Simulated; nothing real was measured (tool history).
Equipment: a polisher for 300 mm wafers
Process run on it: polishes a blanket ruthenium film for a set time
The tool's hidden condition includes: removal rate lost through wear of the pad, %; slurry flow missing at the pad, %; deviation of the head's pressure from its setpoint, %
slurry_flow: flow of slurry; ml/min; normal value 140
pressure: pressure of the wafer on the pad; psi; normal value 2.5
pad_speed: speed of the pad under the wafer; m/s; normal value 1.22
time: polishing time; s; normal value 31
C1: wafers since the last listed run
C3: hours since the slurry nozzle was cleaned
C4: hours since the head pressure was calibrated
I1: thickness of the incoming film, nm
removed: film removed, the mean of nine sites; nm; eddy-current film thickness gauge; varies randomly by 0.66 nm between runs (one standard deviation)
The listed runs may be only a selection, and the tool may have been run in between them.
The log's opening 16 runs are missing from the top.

{"run": 17, "day": 15.446, "slurry_flow": 155, "pressure": 3.2, "pad_speed": 1.22, "time": 25, "C1": 179, "wafers polished on this pad": 1339, "C3": 349.2, "C4": 393.8, "I1": 535.1, "removed": 49.6}
{"day": 16.45, "done": "worn pad replaced by a new one"}
{"run": 18, "day": 16.667, "slurry_flow": 140, "pressure": 2.5, "pad_speed": 1.22, "time": 39, "C1": 267, "wafers polished on this pad": 54, "C3": 378.5, "C4": 423.1, "I1": 543.4, "removed": 57.1}
{"day": 17.071, "done": "slurry nozzle cleaned"}
{"run": 19, "day": 17.521, "slurry_flow": 175, "pressure": 2.1, "pad_speed": 1.02, "time": 31, "C1": 205, "wafers polished on this pad": 260, "C3": 10.8, "C4": 443.6, "I1": 535.7, "removed": 36.4}
{"run": 20, "day": 18.992, "slurry_flow": 140, "pressure": 2.5, "pad_speed": 1.22, "time": 31, "C1": 372, "wafers polished on this pad": 633, "C3": 46.1, "C4": 478.9, "I1": 545.2, "removed": 49.9}
{"run": 21, "day": 19.971, "slurry_flow": 165, "pressure": 3.2, "pad_speed": 0.92, "time": 21, "C1": 248, "wafers polished on this pad": 881, "C3": 69.6, "C4": 502.4, "I1": 545.4, "removed": 32.9}
{"run": 22, "day": 21.412, "slurry_flow": 140, "pressure": 2.5, "pad_speed": 1.22, "time": 35, "C1": 365, "wafers polished on this pad": 1246, "C3": 104.2, "C4": 537.0, "I1": 539.8, "removed": 54.2}
{"day": 22.05, "done": "worn pad replaced by a new one"}
{"day": 22.829, "done": "head pressure recalibrated"}
{"run": 23, "day": 22.85, "slurry_flow": 155, "pressure": 2.5, "pad_speed": 1.22, "time": 31, "C1": 300, "wafers polished on this pad": 181, "C3": 138.7, "C4": 0.5, "I1": 537.9, "removed": 49.3}
{"run": 24, "day": 24.012, "slurry_flow": 90, "pressure": 1.7, "pad_speed": 1.54, "time": 35, "C1": 294, "wafers polished on this pad": 475, "C3": 166.6, "C4": 28.4, "I1": 535.9, "removed": 42.6}
{"run": 25, "day": 24.571, "slurry_flow": 175, "pressure": 2.5, "pad_speed": 0.86, "time": 23, "C1": 141, "wafers polished on this pad": 617, "C3": 180.0, "C4": 41.8, "I1": 535.9, "removed": 25.8}
{"run": 26, "day": 25.958, "slurry_flow": 140, "pressure": 2.5, "pad_speed": 1.22, "time": 31, "C1": 351, "wafers polished on this pad": 968, "C3": 213.3, "C4": 75.1, "I1": 542.0, "removed": 48.1}
{"run": 27, "day": 26.567, "slurry_flow": 165, "pressure": 2.5, "pad_speed": 1.22, "time": 31, "C1": 154, "wafers polished on this pad": 1122, "C3": 227.9, "C4": 89.7, "I1": 539.9, "removed": 48.3}
{"run": 28, "day": 27.408, "slurry_flow": 155, "pressure": 2.2, "pad_speed": 1.22, "time": 31, "C1": 213, "wafers polished on this pad": 1335, "C3": 248.1, "C4": 109.9, "I1": 530.9, "removed": 42.6}
{"day": 28.904, "done": "worn pad replaced by a new one"}
{"run": 29, "day": 28.925, "slurry_flow": 185, "pressure": 3.0, "pad_speed": 0.9, "time": 38, "C1": 341, "wafers polished on this pad": 5, "C3": 284.5, "C4": 146.3, "I1": 546.4, "removed": 53.3}
{"run": 30, "day": 29.788, "slurry_flow": 140, "pressure": 2.5, "pad_speed": 1.22, "time": 31, "C1": 218, "wafers polished on this pad": 223, "C3": 305.2, "C4": 167.0, "I1": 528.9, "removed": 47.4}
{"run": 31, "day": 31.229, "slurry_flow": 140, "pressure": 2.5, "pad_speed": 1.22, "time": 31, "C1": 365, "wafers polished on this pad": 589, "C3": 339.8, "C4": 201.6, "I1": 531.3, "removed": 47.4}
{"run": 32, "day": 31.95, "slurry_flow": 140, "pressure": 2.5, "pad_speed": 1.4, "time": 31, "C1": 182, "wafers polished on this pad": 771, "C3": 357.1, "C4": 218.9, "I1": 531.8, "removed": 53.2}

Here are 3 independent what-if runs from the current tool condition. What would each one return?
{"run": "A", "day": 31.967, "slurry_flow": 140, "pressure": 2.5, "pad_speed": 1.22, "time": 31, "C1": 4, "wafers polished on this pad": 775, "C3": 357.5, "C4": 219.3, "I1": 537.8, "removed": "?"}
{"run": "B", "day": 31.967, "slurry_flow": 140, "pressure": 2.8, "pad_speed": 1.22, "time": 27, "C1": 4, "wafers polished on this pad": 775, "C3": 357.5, "C4": 219.3, "I1": 537.8, "removed": "?"}
{"run": "C", "day": 31.967, "slurry_flow": 90, "pressure": 2.5, "pad_speed": 1.22, "time": 31, "C1": 4, "wafers polished on this pad": 775, "C3": 357.5, "C4": 219.3, "I1": 537.8, "removed": "?"}

run=A removed=46.4
run=B removed=45.3
run=C removed=42.0
What these runs would have given with no unlogged condition in the tool:
run=A removed=49.0
run=B removed=47.8
run=C removed=45.2

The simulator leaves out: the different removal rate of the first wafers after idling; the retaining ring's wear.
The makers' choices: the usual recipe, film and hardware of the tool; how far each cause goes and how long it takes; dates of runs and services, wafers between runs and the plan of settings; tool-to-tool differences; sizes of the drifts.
